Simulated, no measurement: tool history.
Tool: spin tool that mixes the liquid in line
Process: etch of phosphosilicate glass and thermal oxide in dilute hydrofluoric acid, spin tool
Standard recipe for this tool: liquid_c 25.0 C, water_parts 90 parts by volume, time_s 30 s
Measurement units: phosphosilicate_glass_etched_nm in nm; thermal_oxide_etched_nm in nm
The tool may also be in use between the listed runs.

run,hour,liquid_c,water_parts,time_s,wafers since the last listed run,hours since the thermometer was replaced,hours since the hydrofluoric acid flow meter was replaced,hours since the gauge calibration,"read-back film thickness of the phosphosilicate glass reference wafer, read on the same gauge (nm)","read-back film thickness of the thermal oxide reference wafer, read on the same gauge (nm)",phosphosilicate_glass_etched_nm,thermal_oxide_etched_nm
1,0.0,25.0,90,30,0,112.0,1040.0,2727.3,80.02,70.013,52.29,1.776
2,78.9,25.0,90,30,585,190.9,1118.9,2806.2,80.01,70.001,52.23,1.778
3,154.1,25.0,90,30,558,266.1,1194.1,2881.4,80.00,69.970,52.60,1.791
4,243.0,25.0,90,30,659,355.0,1283.0,2970.3,79.99,69.991,52.96,1.808
5,325.0,25.0,115,30,608,437.0,1365.0,3052.3,79.99,69.990,39.53,1.374
6,410.6,23.5,90,30,635,522.6,1450.6,3137.9,80.01,69.989,49.91,1.696
# hour 433.0: thermometer replaced
7,484.2,25.0,90,30,538,51.2,1524.2,3211.5,80.00,69.998,51.41,1.735
8,535.3,28.5,90,30,379,102.3,1575.3,3262.6,79.99,69.955,58.96,2.052
9,606.2,25.0,90,30,526,173.2,1646.2,3333.5,80.00,70.001,51.60,1.769
10,691.5,25.0,90,25,633,258.5,1731.5,3418.8,80.00,69.977,43.56,1.525
11,744.9,25.0,90,30,396,311.9,1784.9,3472.2,79.99,70.008,51.76,1.792
12,832.6,23.0,90,40,650,399.6,1872.6,3559.9,80.02,70.014,65.27,2.213
13,873.6,21.5,70,20,304,440.6,1913.6,3600.9,80.00,69.986,40.67,1.364
# hour 877.9: gauge calibrated
# hour 920.2: hydrofluoric acid flow meter replaced
# hour 969.9: thermometer replaced
14,981.8,25.0,90,30,788,11.9,61.6,103.9,80.01,70.017,51.49,1.739
15,1053.4,25.0,90,30,531,83.5,133.2,175.5,80.00,70.015,51.83,1.755
16,1112.0,25.0,90,35,434,142.1,191.8,234.1,80.01,70.009,60.09,2.071
17,1206.2,27.0,130,15,699,236.3,286.0,328.3,80.00,70.011,18.63,0.651
18,1515.2,25.0,90,30,2293,545.3,595.0,637.3,79.99,70.036,53.80,1.783
# hour 1547.2: thermometer replaced
19,1563.8,25.0,90,30,353,16.6,643.6,685.9,79.99,69.985,50.56,1.735
20,1647.8,20.0,90,45,623,100.6,727.6,769.9,80.00,69.993,62.90,2.207
21,1735.3,20.5,75,25,649,188.1,815.1,857.4,80.01,69.996,44.05,1.530
22,1938.5,25.0,60,30,1507,391.3,1018.3,1060.6,80.01,69.979,81.99,2.812
23,1988.6,23.0,90,30,371,441.4,1068.4,1110.7,80.00,69.994,48.30,1.692
24,2083.8,26.5,65,30,706,536.6,1163.6,1205.9,79.99,69.999,79.98,2.804
# hour 2171.0: thermometer replaced
25,2184.1,29.5,90,35,736,13.1,1263.9,1306.2,80.00,69.972,71.20,2.423
26,2262.2,20.5,90,30,579,91.2,1342.0,1384.3,80.00,69.969,42.70,1.452

Each row is a separate what-if for the run after 26, all from the same tool condition, not one after another. Results?
A,2262.6,25.0,90,30,2,91.6,1342.4,1384.7,?,?,?,?
B,2262.6,26.5,90,30,2,91.6,1342.4,1384.7,?,?,?,?
C,2262.6,22.0,90,35,2,91.6,1342.4,1384.7,?,?,?,?

run,"read-back film thickness of the phosphosilicate glass reference wafer, read on the same gauge (nm)","read-back film thickness of the thermal oxide reference wafer, read on the same gauge (nm)",phosphosilicate_glass_etched_nm,thermal_oxide_etched_nm
A,79.99,70.033,52.60,1.766
B,79.99,70.033,55.79,1.874
C,79.99,70.033,54.43,1.828
Had the tool no hidden state, the same runs would have come out as:
run,phosphosilicate_glass_etched_nm,thermal_oxide_etched_nm
A,52.15,1.751
B,55.31,1.858
C,53.94,1.812
